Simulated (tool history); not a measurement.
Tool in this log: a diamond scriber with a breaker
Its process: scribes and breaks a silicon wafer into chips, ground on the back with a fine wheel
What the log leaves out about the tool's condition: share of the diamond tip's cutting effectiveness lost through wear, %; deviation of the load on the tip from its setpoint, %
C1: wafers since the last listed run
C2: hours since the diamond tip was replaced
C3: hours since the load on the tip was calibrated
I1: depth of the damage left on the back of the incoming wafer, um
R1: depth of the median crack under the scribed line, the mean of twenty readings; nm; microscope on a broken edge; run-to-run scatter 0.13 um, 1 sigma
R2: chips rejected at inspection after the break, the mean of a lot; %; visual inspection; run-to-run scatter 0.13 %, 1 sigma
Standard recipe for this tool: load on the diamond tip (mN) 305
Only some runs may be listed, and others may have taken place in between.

run 1 hour=0.0 | load_on_the_diamond_tip_(mN)=305 | C1=0 C2=276.3 C3=126.0 | I1=1.83 | R1=7510 R2=1.82
run 2 hour=72.5 | load_on_the_diamond_tip_(mN)=363 | C1=157 C2=348.8 C3=198.5 | I1=2.39 | R1=8030 R2=2.73
run 3 hour=148.4 | load_on_the_diamond_tip_(mN)=363 | C1=165 C2=424.7 C3=274.4 | I1=2.93 | R1=7980 R2=4.33
run 4 hour=208.5 | load_on_the_diamond_tip_(mN)=361 | C1=130 C2=484.8 C3=334.5 | I1=1.58 | R1=7830 R2=1.35
run 5 hour=280.6 | load_on_the_diamond_tip_(mN)=251 | C1=156 C2=556.9 C3=406.6 | I1=2.98 | R1=6080 R2=14.75
run 6 hour=354.9 | load_on_the_diamond_tip_(mN)=235 | C1=161 C2=631.2 C3=480.9 | I1=1.89 | R1=5710 R2=10.22
-- hour=365.1 diamond tip replaced by a new one
-- hour=412.8 load on the tip recalibrated
run 7 hour=416.7 | load_on_the_diamond_tip_(mN)=235 | C1=125 C2=51.6 C3=3.9 | I1=2.05 | R1=6460 R2=6.72
run 8 hour=521.6 | load_on_the_diamond_tip_(mN)=394 | C1=228 C2=156.5 C3=108.8 | I1=1.58 | R1=8700 R2=2.28
run 9 hour=600.8 | load_on_the_diamond_tip_(mN)=334 | C1=172 C2=235.7 C3=188.0 | I1=2.29 | R1=7460 R2=2.89
run 10 hour=674.9 | load_on_the_diamond_tip_(mN)=345 | C1=161 C2=309.8 C3=262.1 | I1=2.64 | R1=7540 R2=4.10
run 11 hour=724.8 | load_on_the_diamond_tip_(mN)=263 | C1=108 C2=359.7 C3=312.0 | I1=1.93 | R1=6210 R2=6.22
run 12 hour=816.5 | load_on_the_diamond_tip_(mN)=271 | C1=199 C2=451.4 C3=403.7 | I1=2.23 | R1=6240 R2=7.35
run 13 hour=871.2 | load_on_the_diamond_tip_(mN)=339 | C1=119 C2=506.1 C3=458.4 | I1=1.71 | R1=7460 R2=1.75
-- hour=939.2 load on the tip recalibrated
run 14 hour=957.9 | load_on_the_diamond_tip_(mN)=359 | C1=184 C2=592.8 C3=18.7 | I1=2.17 | R1=8530 R2=2.86
run 15 hour=996.8 | load_on_the_diamond_tip_(mN)=305 | C1=84 C2=631.7 C3=57.6 | I1=2.86 | R1=7510 R2=4.94

What differs in the tool's unlogged condition from the final listed run ahead of each entry between runs to the first listed run following it?
After run 6, before run 7: diamond tip replaced by a new one (hour 365.1); load on the tip recalibrated (hour 412.8)
  deviation of the load on the tip from its setpoint, %: -12.7 -> -1.5
  measured result minus the result with no hidden state, R1: -560 -> -70 nm; R2: +4.52 -> +0.44 %
After run 13, before run 14: load on the tip recalibrated (hour 939.2)
  deviation of the load on the tip from its setpoint, %: -15.5 -> -0.731
  measured result minus the result with no hidden state, R1: -930 -> -40 nm; R2: -0.04 -> -0.08 %
